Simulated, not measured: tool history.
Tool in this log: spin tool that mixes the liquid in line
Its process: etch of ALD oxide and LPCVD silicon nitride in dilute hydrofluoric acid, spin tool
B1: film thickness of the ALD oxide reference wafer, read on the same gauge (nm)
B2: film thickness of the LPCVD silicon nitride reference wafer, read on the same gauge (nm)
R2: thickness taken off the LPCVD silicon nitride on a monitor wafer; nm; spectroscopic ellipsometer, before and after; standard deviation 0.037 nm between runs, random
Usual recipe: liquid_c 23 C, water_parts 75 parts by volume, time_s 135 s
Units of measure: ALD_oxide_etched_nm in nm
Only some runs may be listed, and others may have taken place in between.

{"run": 1, "hour": 0.0, "liquid_c": 23, "water_parts": 75, "time_s": 135, "B1": 129.99, "B2": 69.982, "ALD_oxide_etched_nm": 53.35, "R2": 0.811}
{"run": 2, "hour": 11.1, "liquid_c": 23, "water_parts": 75, "time_s": 135, "B1": 130.01, "B2": 69.974, "ALD_oxide_etched_nm": 52.93, "R2": 0.735}
{"run": 3, "hour": 24.4, "liquid_c": 23, "water_parts": 105, "time_s": 135, "B1": 130.01, "B2": 69.958, "ALD_oxide_etched_nm": 36.84, "R2": 0.559}
{"run": 4, "hour": 36.9, "liquid_c": 21, "water_parts": 45, "time_s": 135, "B1": 130.01, "B2": 70.019, "ALD_oxide_etched_nm": 85.32, "R2": 1.152}
{"run": 5, "hour": 54.7, "liquid_c": 21, "water_parts": 45, "time_s": 135, "B1": 130, "B2": 69.968, "ALD_oxide_etched_nm": 85.47, "R2": 1.075}
{"run": 6, "hour": 60.8, "liquid_c": 23, "water_parts": 75, "time_s": 135, "B1": 129.99, "B2": 69.987, "ALD_oxide_etched_nm": 52.6, "R2": 0.725}
{"run": 7, "hour": 76.2, "liquid_c": 23, "water_parts": 75, "time_s": 105, "B1": 130, "B2": 70.022, "ALD_oxide_etched_nm": 41.03, "R2": 0.622}
{"run": 8, "hour": 84.1, "liquid_c": 23, "water_parts": 75, "time_s": 135, "B1": 130, "B2": 70.031, "ALD_oxide_etched_nm": 52.64, "R2": 0.755}
{"run": 9, "hour": 93.4, "liquid_c": 23, "water_parts": 75, "time_s": 135, "B1": 130.01, "B2": 70.017, "ALD_oxide_etched_nm": 52.83, "R2": 0.849}
{"run": 10, "hour": 108.9, "liquid_c": 26, "water_parts": 75, "time_s": 135, "B1": 129.99, "B2": 69.963, "ALD_oxide_etched_nm": 59.01, "R2": 0.887}
{"run": 11, "hour": 124.8, "liquid_c": 26, "water_parts": 75, "time_s": 135, "B1": 130, "B2": 70.015, "ALD_oxide_etched_nm": 58.92, "R2": 0.966}
{"run": 12, "hour": 134.0, "liquid_c": 23, "water_parts": 75, "time_s": 135, "B1": 130.01, "B2": 69.979, "ALD_oxide_etched_nm": 51.91, "R2": 0.726}
{"run": 13, "hour": 151.8, "liquid_c": 25, "water_parts": 75, "time_s": 135, "B1": 129.99, "B2": 70.023, "ALD_oxide_etched_nm": 56.46, "R2": 0.834}
{"run": 14, "hour": 158.2, "liquid_c": 18.5, "water_parts": 110, "time_s": 80, "B1": 129.99, "B2": 69.987, "ALD_oxide_etched_nm": 16.75, "R2": 0.208}
{"run": 15, "hour": 168.5, "liquid_c": 19.5, "water_parts": 90, "time_s": 135, "B1": 130, "B2": 70.013, "ALD_oxide_etched_nm": 36.44, "R2": 0.504}
{"run": 16, "hour": 178.2, "liquid_c": 23, "water_parts": 95, "time_s": 200, "B1": 130, "B2": 70.011, "ALD_oxide_etched_nm": 58.14, "R2": 0.887}
{"run": 17, "hour": 187.9, "liquid_c": 27, "water_parts": 100, "time_s": 70, "B1": 130, "B2": 70, "ALD_oxide_etched_nm": 25.58, "R2": 0.402}
{"run": 18, "hour": 217.0, "liquid_c": 23, "water_parts": 75, "time_s": 135, "B1": 130, "B2": 69.99, "ALD_oxide_etched_nm": 57.53, "R2": 0.848}
{"run": 19, "hour": 228.4, "liquid_c": 23, "water_parts": 75, "time_s": 135, "B1": 129.99, "B2": 70.015, "ALD_oxide_etched_nm": 57.23, "R2": 0.815}
{"run": 20, "hour": 243.6, "liquid_c": 19.5, "water_parts": 110, "time_s": 165, "B1": 130, "B2": 70.006, "ALD_oxide_etched_nm": 39.81, "R2": 0.59}
{"run": 21, "hour": 253.2, "liquid_c": 23, "water_parts": 75, "time_s": 170, "B1": 129.98, "B2": 69.984, "ALD_oxide_etched_nm": 71.75, "R2": 1.033}
{"run": 22, "hour": 262.4, "liquid_c": 23, "water_parts": 75, "time_s": 200, "B1": 130.02, "B2": 69.958, "ALD_oxide_etched_nm": 83.77, "R2": 1.329}
{"run": 23, "hour": 273.5, "liquid_c": 23, "water_parts": 75, "time_s": 135, "B1": 130.01, "B2": 70.063, "ALD_oxide_etched_nm": 55.96, "R2": 0.794}
{"run": 24, "hour": 282.8, "liquid_c": 23, "water_parts": 75, "time_s": 135, "B1": 130, "B2": 69.955, "ALD_oxide_etched_nm": 56.39, "R2": 0.781}
{"run": 25, "hour": 299.8, "liquid_c": 23, "water_parts": 75, "time_s": 135, "B1": 130.01, "B2": 69.979, "ALD_oxide_etched_nm": 57.23, "R2": 0.8}
{"run": 26, "hour": 309.7, "liquid_c": 23, "water_parts": 110, "time_s": 210, "B1": 130, "B2": 69.984, "ALD_oxide_etched_nm": 56.81, "R2": 0.893}

Withheld: 3 entries from between the runs. Position of each, and hidden state at the listed run before versus the listed run after:
Between runs 15 and 16: thermometer replaced (hour 170.6)
  hydrofluoric acid flow below the setpoint (%): 10.5 -> 10.7
  what was measured, less what the result would be without the hidden state, ALD_oxide_etched_nm: -4.77 -> -7.88 nm; R2: -0.058 -> -0.105 nm
Between runs 16 and 17: hydrofluoric acid flow meter replaced (hour 185.2)
  hydrofluoric acid flow below the setpoint (%): 10.7 -> 1.03
  what was measured, less what the result would be without the hidden state, ALD_oxide_etched_nm: -7.88 -> -0.31 nm; R2: -0.105 -> -0.004 nm
Between runs 19 and 20: gauge calibrated (hour 234)
  hydrofluoric acid flow below the setpoint (%): 1.79 -> 2.08
  what was measured, less what the result would be without the hidden state, ALD_oxide_etched_nm: -1.14 -> -0.95 nm; R2: -0.014 -> -0.012 nm
